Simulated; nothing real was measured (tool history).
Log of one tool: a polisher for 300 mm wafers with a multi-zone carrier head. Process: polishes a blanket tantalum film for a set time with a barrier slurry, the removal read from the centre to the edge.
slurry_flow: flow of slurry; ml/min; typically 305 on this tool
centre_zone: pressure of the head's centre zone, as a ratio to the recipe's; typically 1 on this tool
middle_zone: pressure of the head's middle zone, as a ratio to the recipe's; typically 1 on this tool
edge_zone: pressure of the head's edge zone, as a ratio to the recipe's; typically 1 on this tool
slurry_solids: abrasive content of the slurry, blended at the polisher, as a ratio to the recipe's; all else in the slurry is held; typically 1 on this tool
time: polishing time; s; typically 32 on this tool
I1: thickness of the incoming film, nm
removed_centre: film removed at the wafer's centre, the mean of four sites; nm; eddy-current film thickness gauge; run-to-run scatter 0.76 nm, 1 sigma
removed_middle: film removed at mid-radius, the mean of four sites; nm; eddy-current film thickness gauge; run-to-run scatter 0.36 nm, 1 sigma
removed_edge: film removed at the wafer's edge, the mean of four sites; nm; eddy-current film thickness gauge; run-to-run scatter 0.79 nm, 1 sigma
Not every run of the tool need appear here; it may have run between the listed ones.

Run 1, hour 0: usual settings; I1 180.5. Result: removed_centre 54.3 nm, removed_middle 54.7 nm, removed_edge 55.1 nm.
Run 2, hour 37.7: usual settings; I1 180.5. Result: removed_centre 54.3 nm, removed_middle 55.2 nm, removed_edge 56.1 nm.
Run 3, hour 93.6: usual settings; I1 177. Result: removed_centre 54.6 nm, removed_middle 56.2 nm, removed_edge 56.3 nm.
Run 4, hour 162.9: usual settings; I1 182.7. Result: removed_centre 53.5 nm, removed_middle 55.1 nm, removed_edge 54.9 nm.
At hour 195.2: worn pad replaced by a new one.
At hour 224: slurry nozzle cleaned.
Run 5, hour 233.7: usual settings; I1 177.1. Result: removed_centre 53.8 nm, removed_middle 55.3 nm, removed_edge 56.1 nm.
Run 6, hour 278.2: usual settings but centre_zone 1.08; I1 176.7. Result: removed_centre 56 nm, removed_middle 55.8 nm, removed_edge 55.6 nm.
Run 7, hour 348.2: usual settings; I1 178.4. Result: removed_centre 50.8 nm, removed_middle 55.6 nm, removed_edge 55.9 nm.
At hour 381.7: worn pad replaced by a new one.
At hour 390.8: centre zone pressure recalibrated.
Run 8, hour 413: usual settings; I1 178.9. Result: removed_centre 58.4 nm, removed_middle 55.3 nm, removed_edge 56.1 nm.
Run 9, hour 457.8: usual settings; I1 181.1. Result: removed_centre 58.2 nm, removed_middle 55.8 nm, removed_edge 57 nm.
Run 10, hour 525.3: usual settings; I1 179.8. Result: removed_centre 57.1 nm, removed_middle 55.1 nm, removed_edge 55.3 nm.
At hour 585.2: worn pad replaced by a new one, of another model than before.
Run 11, hour 629.8: usual settings but slurry_flow 335 ml/min, centre_zone 1.11, middle_zone 0.97, edge_zone 0.96; I1 182.1. Result: removed_centre 65.5 nm, removed_middle 54.8 nm, removed_edge 54.2 nm.
Run 12, hour 706.4: usual settings but edge_zone 1.06, slurry_solids 1.15; I1 179.2. Result: removed_centre 58.2 nm, removed_middle 57.4 nm, removed_edge 58.7 nm.
At hour 724.5: carrier head's membrane replaced by a new one.
At hour 759.7: edge zone pressure recalibrated.
Run 13, hour 773.1: usual settings but middle_zone 0.92, slurry_solids 1.25, time 40 s; I1 182.2. Result: removed_centre 74.8 nm, removed_middle 67.8 nm, removed_edge 73.3 nm.
At hour 802.5: worn pad replaced by a new one.
At hour 828: slurry nozzle cleaned.
Run 14, hour 839.9: usual settings but centre_zone 1.06, edge_zone 0.94, slurry_solids 0.8; I1 178.9. Result: removed_centre 56.1 nm, removed_middle 52.9 nm, removed_edge 51.3 nm.
Run 15, hour 890: usual settings but edge_zone 0.92, time 26 s; I1 179.5. Result: removed_centre 47.6 nm, removed_middle 45.2 nm, removed_edge 44.3 nm.

Forecast run 16:
Run 16, hour 958: usual settings but slurry_flow 400 ml/min, centre_zone 1.07, time 42 s; I1 183. Result: removed_centre ?, removed_middle ?, removed_edge ?.

{"run 16": {"removed_centre": 81.2, "removed_middle": 74.4, "removed_edge": 74.1}}
On a tool with no hidden condition, and with the same random variation, this run would have come out at removed_centre 83 nm, removed_middle 74.3 nm, removed_edge 74.1 nm.
